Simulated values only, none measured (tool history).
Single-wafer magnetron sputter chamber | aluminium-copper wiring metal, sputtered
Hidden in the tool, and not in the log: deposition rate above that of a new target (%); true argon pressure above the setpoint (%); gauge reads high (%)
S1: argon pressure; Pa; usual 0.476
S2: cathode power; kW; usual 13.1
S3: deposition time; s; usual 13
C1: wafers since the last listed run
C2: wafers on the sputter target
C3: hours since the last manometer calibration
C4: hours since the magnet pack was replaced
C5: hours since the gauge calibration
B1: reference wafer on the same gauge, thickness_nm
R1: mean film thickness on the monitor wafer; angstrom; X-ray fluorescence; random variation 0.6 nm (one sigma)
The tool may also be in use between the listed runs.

run	hour	S1	S2	S3	C1	C2	C3	C4	C5	B1	R1
1	0	0.476	13.1	13	0	4784	2249.9	4510.1	1667.7	242.018	2785.16
2	70.9	0.476	11.35	13	1834	6619	2320.8	4581	1738.6	241.996	2489.43
# hour 130.9: capacitance manometer re-zeroed and calibrated
3	168.6	0.476	13.1	13	2321	8940	37.7	4678.7	1836.3	241.927	2747.8
4	249	0.476	13.1	12.3	2080	11021	118.1	4759.1	1916.7	242.019	2602.39
5	287.5	0.476	13.1	12.3	996	12017	156.6	4797.6	1955.2	242.001	2609.49
6	371.6	0.476	13.1	13	2176	14193	240.7	4881.7	2039.3	241.858	2764.19
7	452	0.476	13.1	13	2080	16274	321.1	4962.1	2119.7	242.001	2761.46
# hour 513: sputter target and shields replaced
8	547	0.476	13.1	13	2251	880	416.1	5057.1	2214.7	242.029	2750.25
9	590.3	0.476	13.1	13	1120	2001	459.4	5100.4	2258	242.117	2759.24
10	635.6	0.476	13.1	13	1172	3173	504.7	5145.7	2303.3	241.769	2767.94
11	691.8	0.476	13.1	13	1454	4627	560.9	5201.9	2359.5	241.828	2771.96
12	758.1	0.476	13.1	13	1715	6343	627.2	5268.2	2425.8	242.154	2774.97
# hour 812: magnet pack replaced
13	838.9	0.622	13.1	13	1883	8227	708	26.9	2506.6	242.036	2570.32
14	921.6	0.476	13.1	13	2140	10367	790.7	109.6	2589.3	242.094	2761.72
15	1015.5	0.591	10.35	14.1	2429	12797	884.6	203.5	2683.2	242.031	2380.19
# hour 1034.3: gauge calibrated
16	1102.6	0.476	13.1	13	2253	15051	971.7	290.6	68.3	241.945	2764.22
17	1167.2	0.6	13.1	13.9	1671	16723	1036.3	355.2	132.9	242.013	2783.1
# hour 1215.4: sputter target and shields replaced
18	1238	0.628	11.55	13	1625	585	1107.1	426	203.7	242.004	2332.87
19	1330.9	0.605	13.1	13.9	2404	2989	1200	518.9	296.6	242.135	2778.73
20	1412.6	0.476	13.1	13	2114	5104	1281.7	600.6	378.3	242.025	2777.11
21	1468.8	0.665	13.1	11.9	1454	6558	1337.9	656.8	434.5	242.152	2295.67
22	1552.4	0.476	13.1	13	2163	8721	1421.5	740.4	518.1	241.994	2773.43
23	1604	0.476	9.85	13	1335	10057	1473.1	792	569.7	241.925	2253.43
24	1710.5	0.476	15.55	10.7	2756	12813	1579.6	898.5	676.2	241.78	2615.24
25	1785.9	0.476	13.1	14.5	1951	14764	1655	973.9	751.6	241.885	3095.29
# hour 1846.1: sputter target and shields replaced
26	1860	0.476	13.1	15.1	1710	359	1729.1	1048	825.7	241.983	3214.98
27	1950	0.476	12	14.6	2329	2688	1819.1	1138	915.7	242.058	2913.8
28	2030.6	0.38	13.1	13.8	2085	4774	1899.7	1218.6	996.3	241.987	3100.73
29	2078.2	0.476	12	14.6	1231	6006	1947.3	1266.2	1043.9	241.904	2923.17
30	2165.9	0.568	13.1	15.1	2269	8275	2035	1353.9	1131.6	242.001	3094.2
31	2244.3	0.295	13.1	10.5	2028	10304	2113.4	1432.3	1210	241.868	2472.29
# hour 2304.5: capacitance manometer re-zeroed and calibrated
32	2313.4	0.322	13.1	14.3	1581	11885	8.9	1501.4	1279.1	242.08	3300.47
# hour 2488.1: sputter target and shields replaced
33	2625.6	0.528	15.55	14.9	7872	3558	321.1	1813.6	1591.3	242.002	3517.53

What the log doesn't show, run by run:
deposition rate above that of a new target (%): 0 in every run
gauge reads high (%): 0 in every run
H1: true argon pressure above the setpoint (%)
run	H1
1	-3.34
2	-3.46
3	0.315
4	0.18
5	0.115
6	-0.0257
7	-0.161
8	-0.32
9	-0.392
10	-0.468
11	-0.563
12	-0.674
13	-0.809
14	-0.948
15	-1.11
16	-1.25
17	-1.36
18	-1.48
19	-1.63
20	-1.77
21	-1.87
22	-2.01
23	-2.09
24	-2.27
25	-2.4
26	-2.52
27	-2.67
28	-2.81
29	-2.89
30	-3.03
31	-3.17
32	0.0811
33	-0.442

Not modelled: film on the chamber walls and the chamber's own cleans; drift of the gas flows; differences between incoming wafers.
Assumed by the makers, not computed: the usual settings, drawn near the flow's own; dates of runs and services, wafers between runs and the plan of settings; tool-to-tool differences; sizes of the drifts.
